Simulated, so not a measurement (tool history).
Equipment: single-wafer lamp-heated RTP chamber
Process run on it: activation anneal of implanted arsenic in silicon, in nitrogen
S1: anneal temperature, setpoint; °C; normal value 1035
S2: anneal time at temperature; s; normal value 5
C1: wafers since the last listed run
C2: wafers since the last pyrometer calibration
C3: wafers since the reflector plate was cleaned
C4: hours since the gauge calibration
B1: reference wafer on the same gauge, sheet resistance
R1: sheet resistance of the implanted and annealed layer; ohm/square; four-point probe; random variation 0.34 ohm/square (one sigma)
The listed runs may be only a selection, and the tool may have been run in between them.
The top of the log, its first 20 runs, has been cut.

run,hour,S1,S2,C1,C2,C3,C4,B1,R1
# hour 407.8: gauge calibrated
21,428.8,1035,8,631,1650,1438,21.0,256.03,225.42
22,454.0,1048,6,568,2218,2007,46.2,256.00,224.34
23,478.0,1027,8,541,2760,2548,70.2,256.02,224.87
# hour 488.4: reflector plate cleaned
24,494.1,1019,8,182,2942,129,86.3,256.07,225.96
25,506.6,1058,4,281,3224,410,98.8,256.08,225.98
26,527.5,1035,5,471,3696,882,119.7,256.03,226.48
27,555.1,1048,3,622,4318,1504,147.3,255.98,226.56
# hour 576.6: pyrometer window cleaned and pyrometer calibrated
28,579.2,1017,3,363,58,1868,171.4,256.01,229.41
29,591.8,1012,7,284,342,2152,184.0,256.01,226.66
30,616.9,1035,5,566,908,2718,209.1,256.12,226.22
# hour 636.2: reflector plate cleaned
31,643.5,1024,5,419,1328,164,235.7,255.99,227.44
32,663.0,1035,5,439,1768,604,255.2,256.05,225.91
33,691.6,1062,8,645,2413,1249,283.8,256.01,221.59
34,706.7,1025,4,340,2753,1590,298.9,255.88,228.21

4 options for the next run, each taken on its own from the tool as it stands now. Forecast them:
A,707.1,1012,5,9,2762,1599,299.3,?,?
B,707.1,1047,4,9,2762,1599,299.3,?,?
C,707.1,1050,4,9,2762,1599,299.3,?,?
D,707.1,1050,5,9,2762,1599,299.3,?,?

run,B1,R1
A,255.95,227.97
B,255.95,226.38
C,255.95,226.15
D,255.95,225.31
With the hidden condition removed and each run's random variation left untouched, the same runs would have given:
run,R1
A,227.97
B,226.38
C,226.15
D,225.31

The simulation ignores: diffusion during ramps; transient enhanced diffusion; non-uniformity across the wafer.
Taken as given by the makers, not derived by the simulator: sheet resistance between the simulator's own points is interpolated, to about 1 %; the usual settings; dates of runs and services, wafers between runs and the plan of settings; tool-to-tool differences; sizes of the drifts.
